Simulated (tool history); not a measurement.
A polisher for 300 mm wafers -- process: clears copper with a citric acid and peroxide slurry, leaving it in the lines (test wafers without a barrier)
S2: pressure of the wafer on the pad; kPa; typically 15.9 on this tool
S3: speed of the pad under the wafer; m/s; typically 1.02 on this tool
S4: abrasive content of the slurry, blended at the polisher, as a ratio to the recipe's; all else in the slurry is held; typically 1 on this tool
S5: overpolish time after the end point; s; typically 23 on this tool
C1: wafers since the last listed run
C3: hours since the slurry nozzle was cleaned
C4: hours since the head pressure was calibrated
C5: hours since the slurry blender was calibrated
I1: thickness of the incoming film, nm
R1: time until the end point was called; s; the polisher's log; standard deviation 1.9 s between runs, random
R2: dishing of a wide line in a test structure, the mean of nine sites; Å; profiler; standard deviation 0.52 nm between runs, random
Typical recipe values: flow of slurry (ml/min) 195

Run 1, hour 0: usual settings but S2 17.2 kPa; C1 0; wafers polished on this pad 105; C3 687.8; C4 629.2; C5 236.6; I1 256.9. Result: R1 173.8 s, R2 232 Å.
Run 2, hour 6.9: usual settings but S2 17.2 kPa; C1 37; wafers polished on this pad 142; C3 694.7; C4 636.1; C5 243.5; I1 252.6. Result: R1 171.7 s, R2 245 Å.
Run 3, hour 28.9: usual settings but S2 17.2 kPa; C1 118; wafers polished on this pad 260; C3 716.7; C4 658.1; C5 265.5; I1 256.1. Result: R1 182.6 s, R2 227 Å.
Run 4, hour 39.1: usual settings; C1 54; wafers polished on this pad 315; C3 726.9; C4 668.3; C5 275.7; I1 256.7. Result: R1 197.6 s, R2 210 Å.
Run 5, hour 49.2: usual settings; C1 54; wafers polished on this pad 370; C3 737; C4 678.4; C5 285.8; I1 254.6. Result: R1 193.9 s, R2 212 Å.
Run 6, hour 67.1: usual settings; C1 96; wafers polished on this pad 466; C3 754.9; C4 696.3; C5 303.7; I1 251.9. Result: R1 193 s, R2 210 Å.
Run 7, hour 83: usual settings; C1 85; wafers polished on this pad 551; C3 770.8; C4 712.2; C5 319.6; I1 255.2. Result: R1 200.3 s, R2 204 Å.
At hour 91.5: slurry blender recalibrated.
Run 8, hour 97: usual settings; C1 64; wafers polished on this pad 616; C3 784.8; C4 726.2; C5 5.5; I1 256.2. Result: R1 202.3 s, R2 211 Å.
At hour 104.2: worn pad replaced by a new one.
At hour 105.4: slurry nozzle cleaned.
Run 9, hour 112.9: usual settings but S2 11.7 kPa; C1 58; wafers polished on this pad 41; C3 7.5; C4 742.1; C5 21.4; I1 252.4. Result: R1 239.1 s, R2 171 Å.
Run 10, hour 122.2: usual settings but flow of slurry (ml/min) 160, S3 1.32 m/s, S4 0.9, S5 11 s; C1 49; wafers polished on this pad 91; C3 16.8; C4 751.4; C5 30.7; I1 255.7. Result: R1 156.6 s, R2 139 Å.
Run 11, hour 139.9: usual settings but flow of slurry (ml/min) 215, S2 20 kPa, S3 1.3 m/s, S5 35 s; C1 95; wafers polished on this pad 186; C3 34.5; C4 769.1; C5 48.4; I1 254.6. Result: R1 121.4 s, R2 432 Å.
At hour 143.7: head pressure recalibrated.
Run 12, hour 152.4: usual settings but S5 11 s; C1 56; wafers polished on this pad 242; C3 47; C4 8.7; C5 60.9; I1 252. Result: R1 187.4 s, R2 112 Å.
Run 13, hour 163.5: usual settings; C1 59; wafers polished on this pad 302; C3 58.1; C4 19.8; C5 72; I1 251.6. Result: R1 191.8 s, R2 222 Å.
Run 14, hour 173.5: usual settings but flow of slurry (ml/min) 225; C1 53; wafers polished on this pad 356; C3 68.1; C4 29.8; C5 82; I1 256.9. Result: R1 193.5 s, R2 216 Å.
Run 15, hour 187.5: usual settings but flow of slurry (ml/min) 175, S4 0.85; C1 75; wafers polished on this pad 431; C3 82.1; C4 43.8; C5 96; I1 255.5. Result: R1 208.3 s, R2 204 Å.

Describe how what the log doesn't record of the tool's condition differs between the last listed run preceding each entry between runs and the first listed run following it.
Runs 7 to 8: slurry blender recalibrated (hour 91.5)
  removal rate lost through wear of the pad, %: 12.5 -> 12.7
  measured value less the no-hidden-state value, R1: +25 -> +25.8 s; R2: -25 -> -26 Å
Runs 8 to 9: worn pad replaced by a new one (hour 104.2); slurry nozzle cleaned (hour 105.4)
  removal rate lost through wear of the pad, %: 12.7 -> 2.61
  measured value less the no-hidden-state value, R1: +25.8 -> +6.2 s; R2: -26 -> -4 Å
Runs 11 to 12: head pressure recalibrated (hour 143.7)
  removal rate lost through wear of the pad, %: 7.14 -> 8.39
  measured value less the no-hidden-state value, R1: +8.7 -> +15.8 s; R2: -23 -> -9 Å

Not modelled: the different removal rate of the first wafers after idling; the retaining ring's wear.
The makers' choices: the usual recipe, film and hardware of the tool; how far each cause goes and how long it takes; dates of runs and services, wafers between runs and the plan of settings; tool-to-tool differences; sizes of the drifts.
